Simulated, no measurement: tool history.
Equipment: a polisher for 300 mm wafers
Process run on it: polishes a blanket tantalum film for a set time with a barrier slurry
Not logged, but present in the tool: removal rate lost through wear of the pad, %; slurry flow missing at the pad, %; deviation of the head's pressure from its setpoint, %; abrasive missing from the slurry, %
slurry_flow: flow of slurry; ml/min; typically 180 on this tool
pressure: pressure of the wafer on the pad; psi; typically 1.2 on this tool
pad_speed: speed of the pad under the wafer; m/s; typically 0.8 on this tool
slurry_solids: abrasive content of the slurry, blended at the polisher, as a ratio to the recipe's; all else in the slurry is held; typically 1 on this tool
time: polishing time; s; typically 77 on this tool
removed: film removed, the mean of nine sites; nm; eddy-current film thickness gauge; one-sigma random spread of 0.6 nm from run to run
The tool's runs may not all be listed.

run     day  slurry_flow  pressure  pad_speed  slurry_solids  time  wafers since the last listed run  wafers polished on this pad  hours since the slurry nozzle was cleaned  hours since the head pressure was calibrated  hours since the slurry blender was calibrated  incoming thickness of the incoming film, nm  removed
  1       0          180       1.2        0.8              1    77                                 0                           81                                        523                                         796.3                                          335.9                                        339.1     52.5
  2   1.542          180       1.2        0.8              1    77                               192                          274                                        560                                         833.3                                          372.9                                        332.2     51.1
      1.638  -- head pressure recalibrated
  3   4.338          180       1.2        0.8              1    77                               338                          612                                      627.1                                          64.8                                            440                                        342.9     51.9
      6.112  -- slurry blender recalibrated
      7.117  -- slurry nozzle cleaned
  4    7.25          180       1.2        0.8              1    77                               347                          960                                        3.2                                         134.7                                           27.3                                        339.7     54.4
  5  11.621          180       1.2        0.8              1    77                               545                         1505                                      108.1                                         239.6                                          132.2                                        342.1     53.7
  6  12.962          180       1.2        0.8              1    77                               167                         1673                                      140.3                                         271.8                                          164.4                                        343.5       54
     13.767  -- worn pad replaced by a new one
  7  15.088          180       1.2        0.8              1    77                               244                          165                                      191.3                                         322.8                                          215.4                                        339.3     52.6
  8  16.871          180       1.2        0.8              1    77                               222                          387                                      234.1                                         365.6                                          258.2                                        338.8     51.1
  9  19.725          180       1.2        0.8            0.8    77                               356                          743                                      302.6                                         434.1                                          326.7                                        340.2     48.8
 10  21.562          180       1.2        0.8            0.8    77                               229                          972                                      346.7                                         478.2                                          370.8                                        344.7     47.9
 11  22.604          180       1.2        0.8            0.8    77                               129                         1102                                      371.7                                         503.2                                          395.8                                        345.2     48.4
 12  25.204          180       1.2        0.8           1.15    77                               324                         1427                                      434.1                                         565.6                                          458.2                                        341.7     52.3
       26.7  -- slurry blender recalibrated
 13  27.671          180       1.2        0.8              1    77                               297                         1724                                      493.3                                         624.8                                           23.3                                        341.8     54.9
     28.325  -- worn pad replaced by a new one
 14  30.104          180       1.2        0.8              1    77                               282                          221                                      551.7                                         683.2                                           81.7                                        334.2       53
 15  31.725          125       1.2        0.8              1    77                               202                          424                                      590.6                                         722.1                                          120.6                                        337.7     50.2
 16  33.721          130       1.2        0.8              1    77                               249                          673                                      638.5                                           770                                          168.5                                        342.1       50
 17  34.846          180       1.2        0.8              1    77                               140                          813                                      665.5                                           797                                          195.5                                        340.4     53.9
     35.288  -- head pressure recalibrated
 18  39.488          180       1.2       0.52              1    51                               568                         1382                                      776.9                                         100.8                                          306.9                                        344.1     22.6
     41.358  -- worn pad replaced by a new one
     41.767  -- slurry nozzle cleaned
 19  42.288          180       0.8        0.8              1    77                               323                          110                                       12.5                                           168                                          374.1                                        339.2     35.2
 20  44.712          180       1.2        0.8              1    77                               302                          413                                       70.7                                         226.2                                          432.3                                        342.9     51.6
 21  47.408          180       1.2        0.8           0.85    77                               336                          749                                      135.4                                         290.9                                            497                                        338.7     48.2
     48.271  -- slurry blender recalibrated
 22  49.225          180       1.2       0.62           1.15   100                               216                          966                                        179                                         334.5                                           22.9                                        333.8     56.2
 23  51.083          180       1.2        0.8              1    77                               231                         1197                                      223.6                                         379.1                                           67.5                                        342.3     52.7
 24  54.004          140       1.2       0.64              1    77                               364                         1562                                      293.7                                         449.2                                          137.6                                        334.6     40.3
     54.938  -- worn pad replaced by a new one
 25  56.433          180       1.2        0.9              1    77                               282                          186                                        352                                         507.5                                          195.9                                        335.4     58.9
 26  61.038          180       0.8          1              1    77                               574                          761                                      462.5                                           618                                          306.4                                        339.2     43.4
 27  62.517          180       0.9          1              1    77                               184                          945                                        498                                         653.5                                          341.9                                        340.6     47.4
 28  65.004          180       1.2        0.8              1    77                               310                         1256                                      557.7                                         713.2                                          401.6                                        340.6     50.6

Give the tool's hidden conditions for every run:
removal rate lost through wear of the pad, %: 0, the same for each run
slurry flow missing at the pad, %: 0, the same for each run
deviation of the head's pressure from its setpoint, %: 0, the same for each run
H1: abrasive missing from the slurry, %
run    H1
  1  16.9
  2  18.5
  3  21.4
  4  2.86
  5  7.38
  6  8.76
  7    11
  8  12.8
  9  15.7
 10  17.6
 11  18.7
 12  21.4
 13  1.17
 14  3.68
 15  5.36
 16  7.42
 17  8.58
 18  13.4
 19  16.3
 20  18.8
 21  21.5
 22  5.48
 23   7.4
 24  10.4
 25  12.9
 26  17.7
 27  19.2
 28  21.8

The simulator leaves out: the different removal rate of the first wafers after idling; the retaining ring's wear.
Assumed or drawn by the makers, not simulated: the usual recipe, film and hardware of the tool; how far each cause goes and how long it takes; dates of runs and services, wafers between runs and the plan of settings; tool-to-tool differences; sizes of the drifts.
